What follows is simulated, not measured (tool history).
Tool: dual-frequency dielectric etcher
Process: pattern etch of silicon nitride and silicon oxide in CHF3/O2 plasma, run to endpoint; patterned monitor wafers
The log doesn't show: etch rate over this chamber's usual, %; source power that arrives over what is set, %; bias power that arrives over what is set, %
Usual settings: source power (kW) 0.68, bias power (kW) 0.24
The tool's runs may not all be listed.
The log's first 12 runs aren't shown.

run   hour  source power (kW)  bias power (kW)  wafers since the last listed run  hours since the last wet clean  hours since the last source power generator calibration  hours since the last bias power generator calibration  hours since the last upper electrode change  incoming incoming film thickness, nm  endpoint time (s)
 13  162.4               0.82             0.24                                 2                           122.5                                                   4626.2                                                 4260.6                                          0.9                                 296.4              159.2
 14  168.5               0.84            0.219                                40                           128.6                                                   4632.3                                                 4266.7                                            7                                 295.9              160.2
       192  -- bias power generator calibrated
 15  192.5               0.68             0.24                               131                           152.6                                                   4656.3                                                    0.5                                           31                                 295.7              170.3
 16  198.5                0.8            0.186                                39                           158.6                                                   4662.3                                                    6.5                                           37                                 293.3              169.5
 17    210               0.68            0.224                                75                           170.1                                                   4673.8                                                     18                                         48.5                                 295.6              174.8
 18  222.3               0.78            0.204                                80                           182.4                                                   4686.1                                                   30.3                                         60.8                                 296.7                166
 19  258.9               0.75            0.276                               240                             219                                                   4722.7                                                   66.9                                         97.4                                 294.8              156.4
 20    269               0.68             0.24                                66                           229.1                                                   4732.8                                                     77                                        107.5                                 295.6              170.5
     304.6  -- source power generator calibrated
 21  306.8               0.53            0.185                               221                           266.9                                                      2.2                                                  114.8                                        145.3                                 296.6              204.9
 22  315.4               0.68             0.24                                56                           275.5                                                     10.8                                                  123.4                                        153.9                                 294.7              167.7
 23  330.1               0.56            0.292                                96                           290.2                                                     25.5                                                  138.1                                        168.6                                 297.1              177.9
 24  342.2               0.68             0.24                                79                           302.3                                                     37.6                                                  150.2                                        180.7                                 297.6              171.5
 25  350.1               0.74            0.195                                51                           310.2                                                     45.5                                                  158.1                                        188.6                                 293.7              168.7
 26  365.6               0.74            0.195                               101                           325.7                                                       61                                                  173.6                                        204.1                                 295.1              168.8
 27  381.9               0.68            0.196                               106                             342                                                     77.3                                                  189.9                                        220.4                                 297.3                177
 28  394.2               0.76            0.199                                80                           354.3                                                     89.6                                                  202.2                                        232.7                                   296              167.2
 29  404.4               0.75            0.273                                66                           364.5                                                     99.8                                                  212.4                                        242.9                                   294              154.3
 30  410.4               0.57            0.295                                39                           370.5                                                    105.8                                                  218.4                                        248.9                                 292.7              169.8
 31  417.2               0.81            0.272                                44                           377.3                                                    112.6                                                  225.2                                        255.7                                 291.7              148.2
 32  427.9               0.68             0.24                                70                             388                                                    123.3                                                  235.9                                        266.4                                 292.4              165.4
 33  439.8                0.8            0.277                                78                           399.9                                                    135.2                                                  247.8                                        278.3                                 293.4              147.2
     473.6  -- wet clean of the chamber
 34  474.1               0.82            0.257                                67                             0.5                                                    169.5                                                  282.1                                        312.6                                 292.5              154.7
 35  474.4               0.68             0.24                                 1                             0.8                                                    169.8                                                  282.4                                        312.9                                 292.1              171.5
 36  474.8               0.73            0.219                                 2                             1.2                                                    170.2                                                  282.8                                        313.3                                   296              170.9

3 ways to go on from here, each from the tool as it stands after run 36. What would each give?
  A  475.3               0.68             0.24                                 3                             1.7                                                    170.7                                                  283.3                                        313.8                                 298.6                  ?
  B  475.3               0.83            0.289                                 3                             1.7                                                    170.7                                                  283.3                                        313.8                                 298.6                  ?
  C  475.3               0.68            0.213                                 3                             1.7                                                    170.7                                                  283.3                                        313.8                                 298.6                  ?

run  endpoint time (s)
  A              174.9
  B              152.2
  C              180.2
Without the tool's hidden state the same runs would have given:
run  endpoint time (s)
  A              173.7
  B              151.1
  C              178.9

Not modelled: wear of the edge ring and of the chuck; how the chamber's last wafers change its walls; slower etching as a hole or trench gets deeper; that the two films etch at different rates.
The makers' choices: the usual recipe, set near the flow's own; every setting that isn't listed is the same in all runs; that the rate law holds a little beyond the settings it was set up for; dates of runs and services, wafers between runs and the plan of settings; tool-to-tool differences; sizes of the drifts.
